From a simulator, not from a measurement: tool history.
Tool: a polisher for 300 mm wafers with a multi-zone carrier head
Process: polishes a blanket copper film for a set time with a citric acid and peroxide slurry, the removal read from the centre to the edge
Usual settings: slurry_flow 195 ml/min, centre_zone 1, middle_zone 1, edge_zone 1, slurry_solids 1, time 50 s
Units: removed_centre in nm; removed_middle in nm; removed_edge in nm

run,hour,slurry_flow,centre_zone,middle_zone,edge_zone,slurry_solids,time,"incoming thickness of the incoming film, nm",removed_centre,removed_middle,removed_edge
1,0,195,1.1,1,0.93,1,50,923.1,139.4,121.7,124.8
2,38.4,155,0.95,1,0.88,1,50,937.2,113.3,119.5,117.1
3,84.1,195,1,1,1,1,50,927.1,127.3,124.8,126.2
4,190.7,195,1,1,1,1,50,933.9,122,124.2,124.9
# hour 212.4: slurry nozzle cleaned
# hour 285.9: edge zone pressure recalibrated
5,289,195,1.04,1,1,1.2,50,910.2,133.3,127.8,130
6,358.4,195,1,1,1,1,50,931.3,120.4,120.1,120.8
# hour 440.8: worn pad replaced by a new one
7,456.6,195,1,0.9,1,1,60,950.1,151.2,142.4,151.6
8,549.7,195,1,0.91,1,1,50,911.7,126.9,118.9,127.4
# hour 560: carrier head's membrane replaced by a new one
9,596.4,135,1,1.05,1.08,0.75,50,921.3,109.8,114.1,115.7
# hour 624.6: centre zone pressure recalibrated
10,640.7,195,1,1.07,1,1,64,923.4,162.9,171.8,161.8
11,693.5,195,1,1,1,1,50,936.7,127.7,128,126.8
12,758.2,195,0.9,0.89,0.9,1,40,926.6,91.3,91,97.8
13,799,255,1,1,1.1,1,36,936.7,94.8,94,96.2
14,892,195,1,1.08,1,0.85,50,928.9,117.9,127.9,115
# hour 899.4: edge zone pressure recalibrated
# hour 932.7: slurry nozzle cleaned
15,949.3,170,1,1,1.11,1,50,922.3,121.2,119.8,127.3
# hour 1060.6: worn pad replaced by a new one
16,1157.9,195,1.1,1,1,1,57,942.8,162.7,145.1,144.9
17,1225,195,0.97,1,1.05,1,50,917.1,125,122.2,129.2
18,1304.2,125,1,0.93,1.08,0.9,50,938.3,114.8,105.3,117.4
19,1394.2,140,1,1,1.11,1,50,932.2,116.9,115.2,125.5
20,1499.1,195,0.96,1.04,1.08,1,63,939.8,151.5,161.8,160.9
# hour 1537.9: edge zone pressure recalibrated
21,1550.9,195,1,0.89,1.03,0.85,50,921.1,118.4,107.6,120.4
# hour 1568.1: centre zone pressure recalibrated
22,1607.1,195,0.93,1,1,1,50,937.7,115.4,120.9,122.8

Forecast each of these 3 alternatives for the next run:
A,1607.5,195,1,1.08,1,1,50,935.9,?,?,?
B,1607.5,220,1,1,1,1,58,935.9,?,?,?
C,1607.5,215,0.93,0.92,1,1,50,935.9,?,?,?

run,removed_centre,removed_middle,removed_edge
A,124.5,131.8,123.6
B,147.4,145.9,145.5
C,117.6,116.9,125.2
Without the tool's hidden state the same runs would have given:
run,removed_centre,removed_middle,removed_edge
A,129.3,136.9,128.3
B,153,151.5,151.1
C,122.1,121.4,130.1
